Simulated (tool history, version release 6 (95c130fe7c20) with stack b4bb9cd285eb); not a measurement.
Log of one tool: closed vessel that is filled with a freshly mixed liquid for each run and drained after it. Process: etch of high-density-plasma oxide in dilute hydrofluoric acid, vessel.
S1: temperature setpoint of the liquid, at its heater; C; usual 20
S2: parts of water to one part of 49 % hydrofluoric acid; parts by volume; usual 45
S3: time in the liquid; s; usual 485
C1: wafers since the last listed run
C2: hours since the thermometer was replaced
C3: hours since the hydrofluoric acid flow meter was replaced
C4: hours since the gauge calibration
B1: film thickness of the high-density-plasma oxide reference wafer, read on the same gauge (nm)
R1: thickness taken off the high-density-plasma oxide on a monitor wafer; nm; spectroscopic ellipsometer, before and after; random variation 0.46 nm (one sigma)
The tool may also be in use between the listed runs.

run	hour	S1	S2	S3	C1	C2	C3	C4	B1	R1
1	0	20	45	660	0	2135.1	1272.7	63.2	110.03	84.33
2	29.9	20	45	485	2737	2165	1302.6	93.1	110.03	61.06
3	217.8	20	45	485	17205	2352.9	1490.5	281	110	61.36
4	268.3	20	45	625	4624	2403.4	1541	331.5	109.95	80.81
5	309.4	20	45	625	3763	2444.5	1582.1	372.6	110	80.19
6	355.9	20	45	625	4257	2491	1628.6	419.1	110.01	80.1
7	420	18	45	485	5869	2555.1	1692.7	483.2	110.02	57.98
8	471	18	45	485	4669	2606.1	1743.7	534.2	110.01	57.71
9	503.5	20	45	485	2975	2638.6	1776.2	566.7	110	62.67
10	529.4	22.5	65	485	2371	2664.5	1802.1	592.6	110.02	47.02
11	566.3	20	45	485	3378	2701.4	1839	629.5	109.98	63.11
12	597	18	65	630	2811	2732.1	1869.7	660.2	110.03	50.96
# hour 604.5: thermometer replaced
# hour 638.1: gauge calibrated
13	657.9	20	45	485	5484	53.4	1930.6	19.8	109.99	56.92

The next listed run, before its measurement:
# hour 690.1: hydrofluoric acid flow meter replaced
14	717.6	20	45	290	5374	113.1	27.5	79.5	?	?

Run 14 gave B1 110.01, R1 34.51 nm.
Without the tool's hidden state the same run would have given R1 34.19 nm.

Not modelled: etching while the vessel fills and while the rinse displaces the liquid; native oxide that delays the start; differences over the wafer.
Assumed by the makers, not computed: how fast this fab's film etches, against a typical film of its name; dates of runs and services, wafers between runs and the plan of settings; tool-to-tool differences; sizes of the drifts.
